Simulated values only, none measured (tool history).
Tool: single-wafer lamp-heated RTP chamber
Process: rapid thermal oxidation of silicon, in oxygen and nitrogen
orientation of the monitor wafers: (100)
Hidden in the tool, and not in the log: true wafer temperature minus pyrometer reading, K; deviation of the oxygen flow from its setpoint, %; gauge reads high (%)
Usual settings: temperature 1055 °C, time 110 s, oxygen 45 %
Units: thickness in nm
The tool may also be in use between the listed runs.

run   hour  temperature  time  oxygen  wafers since the last listed run  wafers since the last pyrometer calibration  hours since the oxygen flow controller was replaced  hours since the gauge calibration  read-back reference wafer on the same gauge, thickness  thickness
  1    0.0         1055   110      45                                 0                                          276                                               2129.7                              380.7                                                   8.393      8.934
  2   23.8         1055   110      45                               377                                          653                                               2153.5                              404.5                                                   8.385      8.941
  3   49.6         1055   110      45                               409                                         1063                                               2179.3                              430.3                                                   8.389      8.980
  4   72.1         1055   110      45                               357                                         1420                                               2201.8                              452.8                                                   8.394      8.911
  5   98.5         1055   110      45                               419                                         1839                                               2228.2                              479.2                                                   8.395      9.007
  6  110.8         1055   110      45                               195                                         2034                                               2240.5                              491.5                                                   8.387      9.015
  7  138.6         1055   110      45                               441                                         2475                                               2268.3                              519.3                                                   8.389      9.020
  8  159.8         1055   110      45                               336                                         2812                                               2289.5                              540.5                                                   8.392      9.078
  9  174.4         1055   110      45                               231                                         3044                                               2304.1                              555.1                                                   8.392      9.088
 10  196.6         1055   110      45                               352                                         3396                                               2326.3                              577.3                                                   8.397      8.999
 11  229.1         1055   110      45                               515                                         3912                                               2358.8                              609.8                                                   8.385      9.115
 12  299.6         1071   110      45                              1118                                         5031                                               2429.3                              680.3                                                   8.388     10.232
 13  322.2         1071   110      45                               358                                         5390                                               2451.9                              702.9                                                   8.393     10.113
 14  347.8         1068   128      45                               406                                         5796                                               2477.5                              728.5                                                   8.389     10.737
 15  378.0         1068   128      45                               479                                         6275                                               2507.7                              758.7                                                   8.388     10.774
 16  416.9         1068   128      45                               617                                         6893                                               2546.6                              797.6                                                   8.391     10.842
 17  432.4         1055    76      45                               246                                         7139                                               2562.1                              813.1                                                   8.386      7.830
 18  461.8         1055   110      45                               466                                         7605                                               2591.5                              842.5                                                   8.386      9.302
 19  486.4         1076    73      27                               390                                         7996                                               2616.1                              867.1                                                   8.387      7.404
     506.6  -- pyrometer window cleaned and pyrometer calibrated
 20  519.1         1033   137      27                               392                                          198                                               2648.8                              899.8                                                   8.386      7.028
     547.5  -- gauge calibrated
 21  571.8         1055    77      45                               836                                         1034                                               2701.5                               24.3                                                   8.390      7.638
 22  595.4         1078    59      68                               374                                         1409                                               2725.1                               47.9                                                   8.388      9.077
 23  625.2         1055   110      45                               472                                         1882                                               2754.9                               77.7                                                   8.387      8.989
     636.2  -- oxygen flow controller replaced
 24  642.0         1040   154      45                               139                                         2021                                                  5.8                               94.5                                                   8.384      9.411
 25  669.2         1070   110      36                               431                                         2453                                                 33.0                              121.7                                                   8.392      9.235
 26  695.8         1055   110      21                               422                                         2875                                                 59.6                              148.3                                                   8.388      6.912
 27  710.5         1078    55      18                               233                                         3108                                                 74.3                              163.0                                                   8.386      5.633
 28  740.9         1047   110      45                               482                                         3591                                                104.7                              193.4                                                   8.391      8.660
 29  767.8         1047   148      30                               426                                         4018                                                131.6                              220.3                                                   8.392      8.548
 30  785.4         1055   110      45                               279                                         4297                                                149.2                              237.9                                                   8.393      9.157
 31  804.3         1029   110      45                               299                                         4597                                                168.1                              256.8                                                   8.389      7.644

Forecast run 32:
 32  837.0         1055   110      45                               519                                         5116                                                200.8                              289.5                                                       ?          ?

read-back reference wafer on the same gauge, thickness: 8.391
thickness: 9.128 nm
Without the tool's hidden state the same run would have given thickness 8.847 nm.
